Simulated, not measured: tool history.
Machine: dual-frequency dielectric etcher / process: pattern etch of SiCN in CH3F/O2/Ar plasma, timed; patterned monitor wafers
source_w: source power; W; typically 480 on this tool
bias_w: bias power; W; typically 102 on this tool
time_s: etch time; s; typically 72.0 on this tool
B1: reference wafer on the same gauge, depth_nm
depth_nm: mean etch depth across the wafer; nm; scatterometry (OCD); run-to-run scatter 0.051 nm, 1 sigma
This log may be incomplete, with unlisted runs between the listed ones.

run 1 hour=0.0 | source_w=480 bias_w=102 time_s=72.0 | B1=30.59 | depth_nm=33.72
run 2 hour=15.3 | source_w=390 bias_w=102 time_s=72.0 | B1=30.60 | depth_nm=31.82
run 3 hour=23.6 | source_w=480 bias_w=102 time_s=83.5 | B1=30.60 | depth_nm=39.02
run 4 hour=32.0 | source_w=480 bias_w=102 time_s=83.5 | B1=30.60 | depth_nm=39.10
run 5 hour=38.3 | source_w=480 bias_w=102 time_s=83.5 | B1=30.58 | depth_nm=39.13
-- hour=65.3 upper electrode replaced
run 6 hour=65.8 | source_w=410 bias_w=102 time_s=72.0 | B1=30.60 | depth_nm=32.29
run 7 hour=79.9 | source_w=570 bias_w=110 time_s=72.0 | B1=30.63 | depth_nm=36.25
run 8 hour=90.5 | source_w=510 bias_w=124 time_s=84.5 | B1=30.60 | depth_nm=42.69
run 9 hour=103.7 | source_w=480 bias_w=102 time_s=72.0 | B1=30.60 | depth_nm=33.77
run 10 hour=115.9 | source_w=600 bias_w=102 time_s=82.0 | B1=30.61 | depth_nm=41.03
run 11 hour=125.2 | source_w=480 bias_w=102 time_s=72.0 | B1=30.61 | depth_nm=33.67
run 12 hour=137.4 | source_w=430 bias_w=102 time_s=51.5 | B1=30.63 | depth_nm=23.33
run 13 hour=152.9 | source_w=430 bias_w=102 time_s=51.5 | B1=30.61 | depth_nm=23.36
-- hour=180.4 source power generator calibrated
-- hour=182.8 wet clean of the chamber
run 14 hour=183.3 | source_w=450 bias_w=102 time_s=72.0 | B1=30.58 | depth_nm=33.41
run 15 hour=183.6 | source_w=480 bias_w=102 time_s=86.0 | B1=30.60 | depth_nm=40.66
run 16 hour=188.7 | source_w=400 bias_w=102 time_s=80.0 | B1=30.60 | depth_nm=35.95
run 17 hour=198.0 | source_w=580 bias_w=90 time_s=55.0 | B1=30.59 | depth_nm=26.60
run 18 hour=205.3 | source_w=480 bias_w=102 time_s=72.0 | B1=30.59 | depth_nm=33.96
run 19 hour=219.5 | source_w=380 bias_w=118 time_s=89.0 | B1=30.61 | depth_nm=41.15
run 20 hour=226.2 | source_w=480 bias_w=102 time_s=80.0 | B1=30.62 | depth_nm=37.75
run 21 hour=235.8 | source_w=480 bias_w=115 time_s=59.0 | B1=30.58 | depth_nm=28.93
run 22 hour=249.3 | source_w=480 bias_w=102 time_s=72.0 | B1=30.60 | depth_nm=34.09
run 23 hour=262.9 | source_w=400 bias_w=92 time_s=72.0 | B1=30.60 | depth_nm=31.34
run 24 hour=280.5 | source_w=590 bias_w=112 time_s=64.0 | B1=30.60 | depth_nm=32.98
run 25 hour=287.8 | source_w=600 bias_w=102 time_s=82.0 | B1=30.59 | depth_nm=41.37
run 26 hour=303.7 | source_w=480 bias_w=77 time_s=89.5 | B1=30.58 | depth_nm=39.06
run 27 hour=312.7 | source_w=590 bias_w=112 time_s=64.0 | B1=30.60 | depth_nm=32.94
run 28 hour=326.8 | source_w=480 bias_w=102 time_s=72.0 | B1=30.60 | depth_nm=34.03
run 29 hour=337.9 | source_w=480 bias_w=102 time_s=86.0 | B1=30.60 | depth_nm=40.56
run 30 hour=349.6 | source_w=380 bias_w=80 time_s=72.0 | B1=30.62 | depth_nm=29.77

Exercise: give the hidden state of the tool at every run:
source power that arrives over what is set, %: 0 at every run
bias power that arrives over what is set, %: 0 at every run
gauge reads high (%): 0 at every run
H1: etch rate over this chamber's usual, %
run=1 H1=-0.724
run=2 H1=-0.756
run=3 H1=-0.774
run=4 H1=-0.792
run=5 H1=-0.805
run=6 H1=-0.864
run=7 H1=-0.894
run=8 H1=-0.917
run=9 H1=-0.945
run=10 H1=-0.972
run=11 H1=-0.991
run=12 H1=-1.02
run=13 H1=-1.05
run=14 H1=0.089
run=15 H1=0.0883
run=16 H1=0.0774
run=17 H1=0.0575
run=18 H1=0.0419
run=19 H1=0.0115
run=20 H1=-0.00284
run=21 H1=-0.0234
run=22 H1=-0.0523
run=23 H1=-0.0814
run=24 H1=-0.119
run=25 H1=-0.135
run=26 H1=-0.169
run=27 H1=-0.188
run=28 H1=-0.218
run=29 H1=-0.242
run=30 H1=-0.267
